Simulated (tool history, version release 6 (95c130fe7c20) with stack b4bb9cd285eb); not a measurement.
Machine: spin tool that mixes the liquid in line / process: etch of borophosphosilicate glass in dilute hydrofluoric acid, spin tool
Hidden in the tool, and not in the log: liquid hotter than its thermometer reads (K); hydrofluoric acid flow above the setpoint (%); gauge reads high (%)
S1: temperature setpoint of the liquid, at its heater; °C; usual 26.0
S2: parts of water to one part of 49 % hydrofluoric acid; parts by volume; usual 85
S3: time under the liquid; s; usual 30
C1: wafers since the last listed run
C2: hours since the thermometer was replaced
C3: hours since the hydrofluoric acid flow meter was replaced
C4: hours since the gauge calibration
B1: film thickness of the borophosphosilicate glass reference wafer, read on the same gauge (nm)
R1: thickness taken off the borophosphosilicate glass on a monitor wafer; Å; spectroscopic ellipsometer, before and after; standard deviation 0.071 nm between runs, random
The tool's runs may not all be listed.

Run 1, day 0.000: usual settings but S2 105 parts by volume; C1 0; C2 1982.5; C3 2094.3; C4 39.1; B1 59.98. Result: R1 115.2 Å.
Run 2, day 0.742: usual settings but S2 105 parts by volume; C1 353; C2 2000.3; C3 2112.1; C4 56.9; B1 59.99. Result: R1 115.7 Å.
Run 3, day 1.333: usual settings; C1 281; C2 2014.5; C3 2126.3; C4 71.1; B1 59.98. Result: R1 146.8 Å.
Run 4, day 1.979: usual settings; C1 307; C2 2030.0; C3 2141.8; C4 86.6; B1 59.97. Result: R1 147.6 Å.
Run 5, day 2.704: usual settings; C1 345; C2 2047.4; C3 2159.2; C4 104.0; B1 60.00. Result: R1 147.9 Å.
Run 6, day 3.112: usual settings but S2 100 parts by volume; C1 194; C2 2057.2; C3 2169.0; C4 113.8; B1 60.00. Result: R1 122.3 Å.
Run 7, day 3.654: usual settings; C1 257; C2 2070.2; C3 2182.0; C4 126.8; B1 60.04. Result: R1 148.3 Å.
Run 8, day 4.646: usual settings; C1 472; C2 2094.0; C3 2205.8; C4 150.6; B1 59.97. Result: R1 148.8 Å.
Run 9, day 4.992: usual settings but S1 28.0 °C, S2 70 parts by volume, S3 15 s; C1 164; C2 2102.3; C3 2214.1; C4 158.9; B1 59.98. Result: R1 99.7 Å.
Run 10, day 5.254: usual settings but S2 50 parts by volume, S3 45 s; C1 125; C2 2108.6; C3 2220.4; C4 165.2; B1 59.99. Result: R1 396.1 Å.
Run 11, day 5.662: usual settings; C1 194; C2 2118.4; C3 2230.2; C4 175.0; B1 59.99. Result: R1 148.7 Å.
Run 12, day 6.217: usual settings but S1 31.0 °C, S2 110 parts by volume, S3 20 s; C1 263; C2 2131.7; C3 2243.5; C4 188.3; B1 60.01. Result: R1 88.4 Å.
Run 13, day 6.658: usual settings but S1 28.5 °C, S2 45 parts by volume; C1 210; C2 2142.3; C3 2254.1; C4 198.9; B1 59.99. Result: R1 325.4 Å.
At day 6.700: hydrofluoric acid flow meter replaced.
Run 14, day 7.000: usual settings but S1 28.5 °C, S2 120 parts by volume, S3 20 s; C1 142; C2 2150.5; C3 7.2; C4 207.1; B1 59.96. Result: R1 73.3 Å.
Run 15, day 7.292: usual settings but S2 115 parts by volume, S3 40 s; C1 138; C2 2157.5; C3 14.2; C4 214.1; B1 59.98. Result: R1 138.9 Å.

Estimate the outcome of run 16 from the log above:
Run 16, day 7.583: usual settings; C1 138; C2 2164.5; C3 21.2; C4 221.1; B1 ?. Result: R1 ?.

For run 16 the tool returned B1 60.01, R1 149.5 Å.
With the hidden condition absent and the run-to-run variation left alone, this run would have shown R1 133.1 Å.
